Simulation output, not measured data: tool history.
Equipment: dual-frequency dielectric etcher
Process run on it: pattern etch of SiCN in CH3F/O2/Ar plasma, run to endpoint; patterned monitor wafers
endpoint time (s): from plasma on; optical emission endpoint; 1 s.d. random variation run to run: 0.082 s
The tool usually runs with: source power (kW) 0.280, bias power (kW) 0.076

| run | hour | source power (kW) | bias power (kW) | wafers since the last listed run | hours since the last wet clean | hours since the last source power generator calibration | hours since the last bias power generator calibration | hours since the last upper electrode change | incoming incoming film thickness, nm | endpoint time (s) |
|---|---|---|---|---|---|---|---|---|---|---|
| 1 | 0.0 | 0.280 | 0.076 | 0 | 20.8 | 1822.3 | 3105.9 | 1711.4 | 7.14 | 20.6 |
| 2 | 92.1 | 0.280 | 0.066 | 1366 | 112.9 | 1914.4 | 3198.0 | 1803.5 | 7.16 | 21.3 |
|  | 146.1 | wet clean of the chamber, repeated, since the last time left the tool worse |
| 3 | 146.6 | 0.280 | 0.066 | 452 | 0.5 | 1968.9 | 3252.5 | 1858.0 | 7.06 | 22.3 |
| 4 | 147.0 | 0.320 | 0.064 | 5 | 0.9 | 1969.3 | 3252.9 | 1858.4 | 7.06 | 21.3 |
| 5 | 171.9 | 0.320 | 0.064 | 369 | 25.8 | 1994.2 | 3277.8 | 1883.3 | 7.12 | 21.5 |
| 6 | 200.0 | 0.320 | 0.064 | 416 | 53.9 | 2022.3 | 3305.9 | 1911.4 | 7.16 | 21.4 |
| 7 | 220.7 | 0.280 | 0.090 | 307 | 74.6 | 2043.0 | 3326.6 | 1932.1 | 7.12 | 20.7 |
|  | 231.3 | bias power generator calibrated |
| 8 | 240.6 | 0.280 | 0.090 | 235 | 94.5 | 2062.9 | 9.3 | 1952.0 | 7.17 | 20.9 |
|  | 286.0 | upper electrode replaced |
| 9 | 339.9 | 0.280 | 0.086 | 1116 | 193.8 | 2162.2 | 108.6 | 53.9 | 7.09 | 20.8 |
| 10 | 367.6 | 0.280 | 0.086 | 410 | 221.5 | 2189.9 | 136.3 | 81.6 | 7.06 | 20.6 |
| 11 | 386.3 | 0.320 | 0.092 | 277 | 240.2 | 2208.6 | 155.0 | 100.3 | 7.09 | 19.5 |
| 12 | 399.9 | 0.300 | 0.069 | 201 | 253.8 | 2222.2 | 168.6 | 113.9 | 7.07 | 21.2 |
| 13 | 424.8 | 0.280 | 0.076 | 369 | 278.7 | 2247.1 | 193.5 | 138.8 | 7.08 | 21.3 |
| 14 | 439.5 | 0.280 | 0.076 | 218 | 293.4 | 2261.8 | 208.2 | 153.5 | 7.06 | 21.2 |
| 15 | 465.0 | 0.300 | 0.065 | 378 | 318.9 | 2287.3 | 233.7 | 179.0 | 7.07 | 21.5 |
|  | 484.3 | source power generator calibrated |
| 16 | 495.7 | 0.280 | 0.076 | 396 | 349.6 | 11.4 | 264.4 | 209.7 | 7.07 | 21.2 |
| 17 | 530.6 | 0.280 | 0.076 | 517 | 384.5 | 46.3 | 299.3 | 244.6 | 7.05 | 21.3 |
| 18 | 551.7 | 0.280 | 0.076 | 312 | 405.6 | 67.4 | 320.4 | 265.7 | 7.06 | 21.1 |
| 19 | 584.2 | 0.320 | 0.082 | 482 | 438.1 | 99.9 | 352.9 | 298.2 | 7.11 | 20.0 |
| 20 | 609.8 | 0.280 | 0.076 | 379 | 463.7 | 125.5 | 378.5 | 323.8 | 7.04 | 21.0 |
| 21 | 628.0 | 0.330 | 0.066 | 269 | 481.9 | 143.7 | 396.7 | 342.0 | 7.07 | 20.4 |
|  | 653.4 | wet clean of the chamber |
| 22 | 655.4 | 0.280 | 0.062 | 50 | 2.0 | 171.1 | 424.1 | 369.4 | 7.10 | 22.8 |
| 23 | 686.9 | 0.320 | 0.064 | 467 | 33.5 | 202.6 | 455.6 | 400.9 | 7.16 | 21.5 |
| 24 | 701.8 | 0.240 | 0.066 | 221 | 48.4 | 217.5 | 470.5 | 415.8 | 7.09 | 23.5 |
| 25 | 734.2 | 0.300 | 0.067 | 480 | 80.8 | 249.9 | 502.9 | 448.2 | 7.11 | 21.9 |
| 26 | 768.8 | 0.280 | 0.090 | 513 | 115.4 | 284.5 | 537.5 | 482.8 | 7.10 | 20.8 |
| 27 | 786.4 | 0.230 | 0.085 | 261 | 133.0 | 302.1 | 555.1 | 500.4 | 7.16 | 22.7 |
| 28 | 820.5 | 0.310 | 0.088 | 505 | 167.1 | 336.2 | 589.2 | 534.5 | 7.13 | 20.2 |
| 29 | 853.2 | 0.210 | 0.091 | 485 | 199.8 | 368.9 | 621.9 | 567.2 | 7.08 | 22.8 |
| 30 | 882.3 | 0.280 | 0.068 | 431 | 228.9 | 398.0 | 651.0 | 596.3 | 7.03 | 22.0 |
| 31 | 917.3 | 0.230 | 0.076 | 519 | 263.9 | 433.0 | 686.0 | 631.3 | 7.16 | 23.3 |
| 32 | 932.4 | 0.330 | 0.066 | 223 | 279.0 | 448.1 | 701.1 | 646.4 | 7.12 | 20.9 |
| 33 | 956.2 | 0.230 | 0.087 | 353 | 302.8 | 471.9 | 724.9 | 670.2 | 7.08 | 22.2 |
| 34 | 984.2 | 0.310 | 0.083 | 415 | 330.8 | 499.9 | 752.9 | 698.2 | 7.16 | 20.3 |

5 ways to go on from here, each from the tool as it stands after run 34. What would each give?
| A | 984.6 | 0.280 | 0.076 | 5 | 331.2 | 500.3 | 753.3 | 698.6 | 7.02 | ? |
| B | 984.6 | 0.220 | 0.076 | 5 | 331.2 | 500.3 | 753.3 | 698.6 | 7.02 | ? |
| C | 984.6 | 0.230 | 0.086 | 5 | 331.2 | 500.3 | 753.3 | 698.6 | 7.02 | ? |
| D | 984.6 | 0.210 | 0.076 | 5 | 331.2 | 500.3 | 753.3 | 698.6 | 7.02 | ? |
| E | 984.6 | 0.320 | 0.076 | 5 | 331.2 | 500.3 | 753.3 | 698.6 | 7.02 | ? |

| run | endpoint time (s) |
|---|---|
| A | 21.1 |
| B | 23.0 |
| C | 22.0 |
| D | 23.4 |
| E | 20.2 |
Take away the tool's hidden state, keep each run's random variation, and the runs would have read:
| run | endpoint time (s) |
|---|---|
| A | 21.5 |
| B | 23.4 |
| C | 22.4 |
| D | 23.8 |
| E | 20.5 |
